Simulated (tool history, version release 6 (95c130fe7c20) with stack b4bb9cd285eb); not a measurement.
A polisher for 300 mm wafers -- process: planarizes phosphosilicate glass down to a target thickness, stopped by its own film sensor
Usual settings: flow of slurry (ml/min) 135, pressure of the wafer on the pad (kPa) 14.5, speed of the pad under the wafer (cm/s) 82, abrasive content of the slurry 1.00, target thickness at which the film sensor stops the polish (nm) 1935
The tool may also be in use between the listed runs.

run	hour	flow of slurry (ml/min)	pressure of the wafer on the pad (kPa)	speed of the pad under the wafer (cm/s)	abrasive content of the slurry	target thickness at which the film sensor stops the polish (nm)	incoming thickness of the incoming film, nm	time until the film sensor stopped the polish (s)
1	0.0	135	14.5	82	0.90	1935	2331.4	91.8
# hour 66.7: slurry blender recalibrated
# hour 99.3: slurry nozzle cleaned
2	102.2	135	14.5	82	1.00	1935	2355.0	89.7
# hour 109.6: head pressure recalibrated
3	143.9	135	14.5	82	1.00	1935	2323.8	85.7
4	203.4	135	14.5	82	1.00	1935	2365.8	92.2
5	280.6	170	14.5	82	1.20	1935	2360.4	83.0
# hour 317.8: worn pad replaced by a new one
6	320.8	170	14.5	82	1.00	2019	2327.0	64.9
# hour 330.2: conditioning disc replaced and pad reconditioned
7	361.0	135	14.5	82	1.00	1935	2322.5	87.1
8	442.8	135	14.5	82	1.00	1935	2309.5	82.0
9	535.6	100	14.5	82	1.00	1935	2350.7	97.1
10	610.4	135	14.5	82	1.20	1891	2353.8	92.3
# hour 667.0: slurry blender recalibrated
11	680.6	105	14.5	82	1.00	1935	2362.7	94.8
12	732.5	135	14.5	82	1.00	1935	2371.9	96.4
13	782.3	135	14.5	82	1.00	1935	2353.4	89.9
# hour 794.7: slurry nozzle cleaned
14	835.7	135	14.5	82	1.00	2066	2351.6	62.7
# hour 871.6: conditioning disc replaced and pad reconditioned
# hour 970.7: worn pad replaced by a new one
15	1017.2	175	10.3	82	1.00	1935	2336.8	118.3
16	1111.1	175	17.9	82	1.00	1935	2353.0	69.5
17	1212.7	135	14.5	82	1.20	1891	2304.9	82.6
18	1296.9	160	14.5	106	0.75	1811	2364.0	123.3
# hour 1343.4: slurry blender recalibrated
19	1367.8	110	14.5	82	0.80	2004	2329.5	83.3
# hour 1379.0: head pressure recalibrated
# hour 1410.0: conditioning disc replaced and pad reconditioned
20	1462.4	135	15.9	82	1.00	1935	2380.4	89.7
# hour 1478.8: slurry nozzle cleaned
21	1553.1	135	14.5	82	1.00	1935	2335.1	88.9
# hour 1624.1: worn pad replaced by a new one
22	1629.2	135	10.3	82	1.00	1935	2368.6	130.0
23	1717.2	135	18.6	94	1.00	2011	2355.7	54.1
24	1773.5	135	14.5	82	1.20	1891	2377.0	96.1
25	1843.6	135	14.5	60	1.00	1935	2327.1	99.4

For each run, what was the tool's unlogged condition?
removal rate lost through wear of the pad, %: 0 at every run
slurry flow missing at the pad, %: 0 at every run
deviation of the head's pressure from its setpoint, %: 0 at every run
abrasive missing from the slurry, %: 0 at every run
time polished since the conditioner stopped cutting, s: 0 at every run
